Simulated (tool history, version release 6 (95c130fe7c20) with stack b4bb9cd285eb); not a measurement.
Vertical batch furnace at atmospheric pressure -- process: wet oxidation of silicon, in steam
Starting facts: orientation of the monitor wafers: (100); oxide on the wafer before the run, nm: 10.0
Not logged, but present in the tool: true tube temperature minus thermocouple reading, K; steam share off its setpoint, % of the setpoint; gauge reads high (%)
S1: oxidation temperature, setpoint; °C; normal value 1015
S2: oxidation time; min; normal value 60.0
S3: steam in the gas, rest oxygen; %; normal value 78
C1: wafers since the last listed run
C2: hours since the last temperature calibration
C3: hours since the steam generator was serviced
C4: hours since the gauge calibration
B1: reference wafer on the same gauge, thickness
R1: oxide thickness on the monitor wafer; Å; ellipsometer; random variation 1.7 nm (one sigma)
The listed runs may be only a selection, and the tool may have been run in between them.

run      day    S1    S2  S3    C1      C2      C3      C4      B1      R1
  1    0.000  1015  40.0  78     0   207.7   835.8  1090.5  331.83  2970.6
  2    2.779  1015  40.0  78   897   274.4   902.5  1157.2  332.43  2986.9
  3    6.933  1015  40.0  78  1342   374.1  1002.2  1256.9  333.16  3022.0
  4   10.529  1015  60.0  78  1161   460.4  1088.5  1343.2  334.33  3968.2
  5   12.996  1015  60.0  78   796   519.6  1147.7  1402.4  334.15  3961.7
  6   15.783  1015  60.0  78   900   586.5  1214.6  1469.3  334.20  3950.6
  7   17.746  1015  60.0  78   634   633.6  1261.7  1516.4  334.98  3976.4
  8   20.208  1015  60.0  78   795   692.7  1320.8  1575.5  335.19  3970.6
  9   24.129  1015  60.0  78  1266   786.8  1414.9  1669.6  335.35  3999.9
 10   26.342  1034  60.0  73   714   839.9  1468.0  1722.7  336.28  4303.7
 11   29.812  1034  60.0  73  1121   923.2  1551.3  1806.0  336.69  4307.7
 12   33.950  1031  60.0  78  1336  1022.5  1650.6  1905.3  337.03  4438.6
 13   38.042  1031  60.0  78  1321  1120.7  1748.8  2003.5  338.40  4418.7
 14   41.779  1015  60.0  78  1207  1210.4  1838.5  2093.2  338.63  4025.0
 15   44.446  1015  60.0  78   861  1274.4  1902.5  2157.2  338.73  4011.6
 16   48.842  1015  60.0  66  1420  1379.9  2008.0  2262.7  339.22  3608.7
 17   51.946  1028  60.0  78  1002  1454.4  2082.5  2337.2  339.18  4397.3
 18   54.467   997  48.0  87   814  1514.9  2143.0  2397.7  340.48  3262.7
      56.088  -- gauge calibrated
 19   64.304  1015  60.0  78  3178  1751.0  2379.1   197.2  324.31  3830.9
 20   68.329   993  60.0  73  1300  1847.6  2475.7   293.8  324.42  3143.8
 21   71.154   991  77.0  78   912  1915.4  2543.5   361.6  324.88  3824.0
      72.504  -- steam generator serviced
 22   75.592  1015  60.0  78  1110  2021.9    74.1   468.1  325.33  3864.0
      77.458  -- thermocouples replaced and temperature profile calibrated
 23   78.696  1015  60.0  78   679    29.7   148.6   542.6  326.34  3874.1
 24   89.146  1015  60.0  88  3376   280.5   399.4   793.4  327.39  4204.3
 25   93.029  1015  60.0  78  1254   373.7   492.6   886.6  327.71  3879.8
 26   97.304   991  77.0  78  1381   476.3   595.2   989.2  328.52  3917.0
 27   98.883  1032  48.5  78   510   514.2   633.1  1027.1  328.76  3831.1
 28  101.571  1015  60.0  74   868   578.7   697.6  1091.6  329.07  3780.0
 29  104.117  1033  78.5  90   822   639.8   758.7  1152.7  329.68  5656.0

Hidden state at the last listed run before each entry between runs and at the first one after, where it differs:
After run 18, before run 19: gauge calibrated (day 56.088)
  gauge reads high (%): 5.67 -> 0.521
  the result without the hidden state subtracted from the measured one, R1: +175.2 -> +19.9 Å
After run 21, before run 22: steam generator serviced (day 72.504)
  gauge reads high (%): 0.842 -> 1.05
  the result without the hidden state subtracted from the measured one, R1: +31.9 -> +40.2 Å
After run 22, before run 23: thermocouples replaced and temperature profile calibrated (day 77.458)
  gauge reads high (%): 1.05 -> 1.2
  the result without the hidden state subtracted from the measured one, R1: +40.2 -> +45.7 Å
